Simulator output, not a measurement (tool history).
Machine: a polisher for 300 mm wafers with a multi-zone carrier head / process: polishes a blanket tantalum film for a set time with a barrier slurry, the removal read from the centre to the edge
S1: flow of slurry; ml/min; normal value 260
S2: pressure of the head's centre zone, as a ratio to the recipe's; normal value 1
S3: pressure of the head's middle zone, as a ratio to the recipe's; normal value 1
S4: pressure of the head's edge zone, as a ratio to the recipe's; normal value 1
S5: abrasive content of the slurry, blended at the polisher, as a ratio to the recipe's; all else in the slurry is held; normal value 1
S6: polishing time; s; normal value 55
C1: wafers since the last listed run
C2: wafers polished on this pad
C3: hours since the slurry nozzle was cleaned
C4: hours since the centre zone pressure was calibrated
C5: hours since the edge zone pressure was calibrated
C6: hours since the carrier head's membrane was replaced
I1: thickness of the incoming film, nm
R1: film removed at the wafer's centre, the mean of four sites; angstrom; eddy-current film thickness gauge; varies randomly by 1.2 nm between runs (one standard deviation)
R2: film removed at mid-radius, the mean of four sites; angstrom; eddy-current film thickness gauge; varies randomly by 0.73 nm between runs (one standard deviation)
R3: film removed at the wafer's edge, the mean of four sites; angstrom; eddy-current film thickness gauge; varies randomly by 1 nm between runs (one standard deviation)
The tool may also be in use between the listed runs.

run 1 hour=0 | S1=260 S2=1 S3=1 S4=1 S5=1 S6=69 | C1=0 C2=416 C3=312.8 C4=793.5 C5=708.4 C6=1634.9 | I1=278 | R1=1098 R2=1127 R3=1125
run 2 hour=8.8 | S1=260 S2=1 S3=1 S4=1 S5=1 S6=69 | C1=78 C2=494 C3=321.6 C4=802.3 C5=717.2 C6=1643.7 | I1=283.9 | R1=1080 R2=1085 R3=1078
-- hour=27 worn pad replaced by a new one
run 3 hour=27.5 | S1=260 S2=1 S3=1 S4=1 S5=1 S6=55 | C1=130 C2=4 C3=340.3 C4=821 C5=735.9 C6=1662.4 | I1=285 | R1=926 R2=947 R3=953
run 4 hour=38.2 | S1=260 S2=1 S3=1 S4=1 S5=1 S6=46 | C1=94 C2=99 C3=351 C4=831.7 C5=746.6 C6=1673.1 | I1=278.6 | R1=763 R2=778 R3=801
run 5 hour=49.3 | S1=260 S2=1 S3=1 S4=1 S5=1 S6=55 | C1=98 C2=197 C3=362.1 C4=842.8 C5=757.7 C6=1684.2 | I1=277.2 | R1=905 R2=916 R3=937
run 6 hour=66 | S1=260 S2=1 S3=1 S4=1 S5=1 S6=55 | C1=148 C2=346 C3=378.8 C4=859.5 C5=774.4 C6=1700.9 | I1=282 | R1=876 R2=897 R3=914
run 7 hour=73.4 | S1=260 S2=1 S3=1 S4=1 S5=1 S6=55 | C1=65 C2=411 C3=386.2 C4=866.9 C5=781.8 C6=1708.3 | I1=276.6 | R1=874 R2=889 R3=896
run 8 hour=79.7 | S1=260 S2=1 S3=1 S4=1 S5=1 S6=55 | C1=55 C2=467 C3=392.5 C4=873.2 C5=788.1 C6=1714.6 | I1=282.3 | R1=852 R2=860 R3=878
-- hour=90.1 worn pad replaced by a new one
-- hour=102.9 carrier head's membrane replaced by a new one
-- hour=103.9 slurry nozzle cleaned
run 9 hour=123.3 | S1=260 S2=1 S3=1 S4=1 S5=1 S6=55 | C1=298 C2=241 C3=19.4 C4=916.8 C5=831.7 C6=20.4 | I1=282.7 | R1=952 R2=976 R3=959
run 10 hour=136.3 | S1=260 S2=1.07 S3=1 S4=1 S5=1 S6=55 | C1=115 C2=356 C3=32.4 C4=929.8 C5=844.7 C6=33.4 | I1=280.1 | R1=988 R2=943 R3=926
run 11 hour=146.6 | S1=260 S2=1.04 S3=1 S4=1 S5=1 S6=71 | C1=91 C2=448 C3=42.7 C4=940.1 C5=855 C6=43.7 | I1=277 | R1=1213 R2=1168 R3=1165
run 12 hour=153.9 | S1=260 S2=1.07 S3=1.07 S4=1 S5=1 S6=55 | C1=64 C2=513 C3=50 C4=947.4 C5=862.3 C6=51 | I1=280.6 | R1=934 R2=937 R3=889
-- hour=167.1 edge zone pressure recalibrated
-- hour=167.5 worn pad replaced by a new one
run 13 hour=171.9 | S1=260 S2=1 S3=1 S4=1 S5=1 S6=55 | C1=138 C2=38 C3=68 C4=965.4 C5=4.8 C6=69 | I1=280 | R1=976 R2=997 R3=976
-- hour=182.1 centre zone pressure recalibrated
run 14 hour=182.6 | S1=260 S2=1 S3=1 S4=1 S5=1.1 S6=55 | C1=77 C2=115 C3=78.7 C4=0.5 C5=15.5 C6=79.7 | I1=280.6 | R1=1011 R2=1034 R3=1027
run 15 hour=196.3 | S1=260 S2=1 S3=1 S4=1 S5=1 S6=55 | C1=121 C2=237 C3=92.4 C4=14.2 C5=29.2 C6=93.4 | I1=280 | R1=976 R2=976 R3=968
run 16 hour=205.6 | S1=260 S2=1.07 S3=1 S4=0.9 S5=0.8 S6=64 | C1=82 C2=320 C3=101.7 C4=23.5 C5=38.5 C6=102.7 | I1=282.2 | R1=1076 R2=1003 R3=943
run 17 hour=217 | S1=190 S2=1.07 S3=1.04 S4=1.05 S5=1 S6=55 | C1=101 C2=421 C3=113.1 C4=34.9 C5=49.9 C6=114.1 | I1=280.3 | R1=955 R2=929 R3=923
run 18 hour=226.7 | S1=260 S2=1.07 S3=1 S4=0.9 S5=0.8 S6=64 | C1=86 C2=507 C3=122.8 C4=44.6 C5=59.6 C6=123.8 | I1=280 | R1=1000 R2=943 R3=903
-- hour=243.9 worn pad replaced by a new one
run 19 hour=244.4 | S1=260 S2=1 S3=0.93 S4=1 S5=1.1 S6=55 | C1=121 C2=4 C3=140.5 C4=62.3 C5=77.3 C6=141.5 | I1=283.5 | R1=986 R2=966 R3=1022
run 20 hour=254.5 | S1=260 S2=1 S3=1 S4=1 S5=1 S6=55 | C1=89 C2=94 C3=150.6 C4=72.4 C5=87.4 C6=151.6 | I1=282.6 | R1=963 R2=965 R3=982
run 21 hour=271.9 | S1=260 S2=1 S3=0.92 S4=0.96 S5=1 S6=55 | C1=154 C2=248 C3=168 C4=89.8 C5=104.8 C6=169 | I1=280.8 | R1=957 R2=874 R3=930
run 22 hour=278.2 | S1=260 S2=1.06 S3=1 S4=1.07 S5=1 S6=55 | C1=55 C2=304 C3=174.3 C4=96.1 C5=111.1 C6=175.3 | I1=278.4 | R1=983 R2=940 R3=970

Consider 4 possible next runs. They are alternatives, not a sequence: every one starts from the tool as it was left by run 22. What does each give?
run A hour=278.6 | S1=260 S2=1 S3=1 S4=0.89 S5=1 S6=55 | C1=3 C2=308 C3=174.7 C4=96.5 C5=111.5 C6=175.7 | I1=275.7 | R1=? R2=? R3=?
run B hour=278.6 | S1=235 S2=1 S3=1 S4=0.97 S5=0.9 S6=55 | C1=3 C2=308 C3=174.7 C4=96.5 C5=111.5 C6=175.7 | I1=275.7 | R1=? R2=? R3=?
run C hour=278.6 | S1=195 S2=1 S3=1 S4=1 S5=1 S6=55 | C1=3 C2=308 C3=174.7 C4=96.5 C5=111.5 C6=175.7 | I1=275.7 | R1=? R2=? R3=?
run D hour=278.6 | S1=260 S2=0.88 S3=0.89 S4=1 S5=1 S6=55 | C1=3 C2=308 C3=174.7 C4=96.5 C5=111.5 C6=175.7 | I1=275.7 | R1=? R2=? R3=?

run=A R1=926 R2=948 R3=897
run=B R1=868 R2=890 R3=875
run=C R1=877 R2=903 R3=907
run=D R1=814 R2=861 R3=941
Had the tool no hidden state, the same runs would have come out as:
run=A R1=997 R2=1018 R3=956
run=B R1=938 R2=959 R3=935
run=C R1=955 R2=978 R3=973
run=D R1=876 R2=924 R3=1003
